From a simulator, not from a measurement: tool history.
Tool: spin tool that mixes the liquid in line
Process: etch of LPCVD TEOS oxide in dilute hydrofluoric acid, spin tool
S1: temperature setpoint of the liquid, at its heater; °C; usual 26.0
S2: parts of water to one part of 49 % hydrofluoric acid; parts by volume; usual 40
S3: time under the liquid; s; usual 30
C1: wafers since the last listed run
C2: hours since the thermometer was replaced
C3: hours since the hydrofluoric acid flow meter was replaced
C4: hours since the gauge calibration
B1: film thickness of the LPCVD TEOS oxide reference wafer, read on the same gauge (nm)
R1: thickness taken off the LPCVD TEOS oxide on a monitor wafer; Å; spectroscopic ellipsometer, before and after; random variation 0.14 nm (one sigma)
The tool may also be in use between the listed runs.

| run | hour | S1 | S2 | S3 | C1 | C2 | C3 | C4 | B1 | R1 |
|---|---|---|---|---|---|---|---|---|---|---|
| 1 | 0.0 | 26.0 | 50 | 30 | 0 | 1153.3 | 1849.3 | 26.8 | 129.99 | 299.6 |
| 2 | 15.9 | 26.0 | 40 | 30 | 220 | 1169.2 | 1865.2 | 42.7 | 129.99 | 381.0 |
| 3 | 22.3 | 26.0 | 40 | 30 | 88 | 1175.6 | 1871.6 | 49.1 | 129.99 | 382.8 |
| 4 | 36.8 | 26.0 | 40 | 30 | 200 | 1190.1 | 1886.1 | 63.6 | 129.97 | 379.5 |
| 5 | 47.1 | 26.0 | 40 | 30 | 142 | 1200.4 | 1896.4 | 73.9 | 129.96 | 380.6 |
| 6 | 57.1 | 29.5 | 40 | 15 | 138 | 1210.4 | 1906.4 | 83.9 | 130.00 | 217.8 |
|  | 69.0 | hydrofluoric acid flow meter replaced |
| 7 | 70.4 | 29.5 | 40 | 15 | 170 | 1223.7 | 1.4 | 97.2 | 129.96 | 253.0 |
|  | 76.5 | gauge calibrated |
| 8 | 86.2 | 29.5 | 40 | 15 | 218 | 1239.5 | 17.2 | 9.7 | 130.01 | 252.0 |
| 9 | 101.7 | 29.5 | 60 | 25 | 214 | 1255.0 | 32.7 | 25.2 | 130.01 | 273.3 |
|  | 115.1 | thermometer replaced |
| 10 | 117.6 | 28.0 | 25 | 40 | 206 | 2.5 | 48.6 | 41.1 | 130.00 | 1038.2 |
| 11 | 125.4 | 26.0 | 35 | 25 | 107 | 10.3 | 56.4 | 48.9 | 130.02 | 419.9 |
| 12 | 133.0 | 29.5 | 50 | 15 | 105 | 17.9 | 64.0 | 56.5 | 129.99 | 198.4 |
| 13 | 142.7 | 26.0 | 40 | 30 | 134 | 27.6 | 73.7 | 66.2 | 129.99 | 438.5 |
| 14 | 160.3 | 26.0 | 50 | 30 | 243 | 45.2 | 91.3 | 83.8 | 129.98 | 344.6 |
| 15 | 171.2 | 26.0 | 40 | 20 | 150 | 56.1 | 102.2 | 94.7 | 130.02 | 290.6 |
| 16 | 188.1 | 31.0 | 25 | 20 | 233 | 73.0 | 119.1 | 111.6 | 129.99 | 580.9 |
| 17 | 195.6 | 30.5 | 35 | 30 | 103 | 80.5 | 126.6 | 119.1 | 130.00 | 602.1 |

Forecast each of these 4 alternatives for the next run:
| A | 196.0 | 26.0 | 40 | 30 | 5 | 80.9 | 127.0 | 119.5 | ? | ? |
| B | 196.0 | 24.5 | 25 | 30 | 5 | 80.9 | 127.0 | 119.5 | ? | ? |
| C | 196.0 | 28.0 | 35 | 35 | 5 | 80.9 | 127.0 | 119.5 | ? | ? |
| D | 196.0 | 24.5 | 40 | 30 | 5 | 80.9 | 127.0 | 119.5 | ? | ? |

| run | B1 | R1 |
|---|---|---|
| A | 130.01 | 436.6 |
| B | 130.01 | 670.6 |
| C | 130.01 | 636.1 |
| D | 130.01 | 410.5 |
Without the tool's hidden state the same runs would have given:
| run | R1 |
|---|---|
| A | 444.5 |
| B | 682.6 |
| C | 647.6 |
| D | 418.0 |
